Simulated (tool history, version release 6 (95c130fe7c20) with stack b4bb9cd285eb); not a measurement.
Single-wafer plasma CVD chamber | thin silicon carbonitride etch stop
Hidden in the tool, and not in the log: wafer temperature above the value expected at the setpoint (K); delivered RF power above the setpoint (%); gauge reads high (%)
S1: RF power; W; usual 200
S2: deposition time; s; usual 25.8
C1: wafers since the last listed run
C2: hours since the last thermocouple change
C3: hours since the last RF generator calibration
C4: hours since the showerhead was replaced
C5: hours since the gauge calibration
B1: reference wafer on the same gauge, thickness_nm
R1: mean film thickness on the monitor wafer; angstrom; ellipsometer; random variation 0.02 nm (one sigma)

run,hour,S1,S2,C1,C2,C3,C4,C5,B1,R1
1,0,200,25.8,0,741.6,1355.4,4015.2,348.7,10.906,132.27
2,51,200,25.8,971,792.6,1406.4,4066.2,399.7,10.898,132.21
3,158,200,23,2037,899.6,1513.4,4173.2,506.7,10.893,117.81
# hour 203.2: thermocouple changed; heater temperature recalibrated
4,250.9,200,23,1616,47.7,1606.3,4266.1,599.6,10.899,117.89
5,322.9,200,23,1370,119.7,1678.3,4338.1,671.6,10.904,117.53
6,388.6,180,25.8,1250,185.4,1744,4403.8,737.3,10.893,124.91
7,428.2,175,25.8,753,225,1783.6,4443.4,776.9,10.903,122.78
8,510,175,25.8,1557,306.8,1865.4,4525.2,858.7,10.893,122.49
9,558.4,175,25.8,921,355.2,1913.8,4573.6,907.1,10.895,122.85
10,650.6,200,25.8,1755,447.4,2006,4665.8,999.3,10.9,131.9
11,698.8,200,30.4,917,495.6,2054.2,4714,1047.5,10.896,155.47
# hour 726.7: RF generator calibrated
12,776.2,200,21.2,1321,573,49.5,4791.4,1124.9,10.9,110.87
13,880.2,230,29.5,1980,677,153.5,4895.4,1228.9,10.907,164.89
14,961,190,24.4,1538,757.8,234.3,4976.2,1309.7,10.907,123.79
# hour 1046.7: showerhead replaced
15,1058.5,200,23,1704,855.3,331.8,11.8,1407.2,10.9,119.52
# hour 1104: thermocouple changed; heater temperature recalibrated
# hour 1115.2: gauge calibrated
16,1133.8,200,25.8,1281,29.8,407.1,87.1,18.6,10.901,133.88
17,1197.6,210,25.8,1214,93.6,470.9,150.9,82.4,10.901,137.16

Forecast run 18:
18,1240.6,185,23.4,818,136.6,513.9,193.9,125.4,?,?

{"run 18": {"B1": 10.901, "R1": 116.34}}
Without the tool's hidden state the same run would have given R1 117.79 angstrom.

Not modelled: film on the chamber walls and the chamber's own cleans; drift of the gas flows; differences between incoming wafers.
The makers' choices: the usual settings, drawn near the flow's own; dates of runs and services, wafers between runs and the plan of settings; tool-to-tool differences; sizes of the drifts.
